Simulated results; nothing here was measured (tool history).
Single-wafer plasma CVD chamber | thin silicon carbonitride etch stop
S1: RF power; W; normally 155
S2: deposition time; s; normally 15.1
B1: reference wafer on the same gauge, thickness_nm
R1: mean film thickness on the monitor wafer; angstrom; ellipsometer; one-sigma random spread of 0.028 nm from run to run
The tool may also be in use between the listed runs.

| run | hour | S1 | S2 | B1 | R1 |
|---|---|---|---|---|---|
| 1 | 0 | 155 | 16.4 | 6.762 | 84.98 |
| 2 | 81.7 | 155 | 15.9 | 6.76 | 82.4 |
| 3 | 130.2 | 155 | 15.9 | 6.76 | 82.57 |
| 4 | 232.8 | 155 | 15.9 | 6.756 | 82.38 |
| 5 | 297.9 | 155 | 15.1 | 6.764 | 78.42 |
| 6 | 397 | 180 | 15.1 | 6.766 | 80.42 |
| 7 | 502.1 | 145 | 15.1 | 6.756 | 77.58 |
| 8 | 555.8 | 145 | 15.1 | 6.77 | 77.43 |
| 9 | 746.1 | 155 | 15.1 | 6.758 | 78.14 |
| 10 | 940 | 180 | 16.8 | 6.766 | 90.57 |
| 11 | 1042.8 | 180 | 12.3 | 6.75 | 65.83 |
| 12 | 1113.4 | 170 | 15.1 | 6.758 | 79.83 |
| 13 | 1149.7 | 145 | 12.4 | 6.763 | 63.26 |
| 14 | 1239 | 140 | 12.8 | 6.757 | 65.5 |
| 15 | 1548.1 | 175 | 17.4 | 6.763 | 92.44 |
| 16 | 1632 | 155 | 15.1 | 6.771 | 78.76 |

Not shown: 4 entries that the log had between the listed runs. Between which runs, and how does the tool's hidden state differ before and after?
Runs 8 to 9: gauge calibrated (hour 741)
  the hidden state is the same at both runs
Runs 10 to 11: showerhead replaced (hour 958.3)
  the hidden state is the same at both runs
Runs 11 to 12: RF generator calibrated (hour 1095.6); thermocouple changed; heater temperature recalibrated (hour 1112.9)
  the hidden state is the same at both runs

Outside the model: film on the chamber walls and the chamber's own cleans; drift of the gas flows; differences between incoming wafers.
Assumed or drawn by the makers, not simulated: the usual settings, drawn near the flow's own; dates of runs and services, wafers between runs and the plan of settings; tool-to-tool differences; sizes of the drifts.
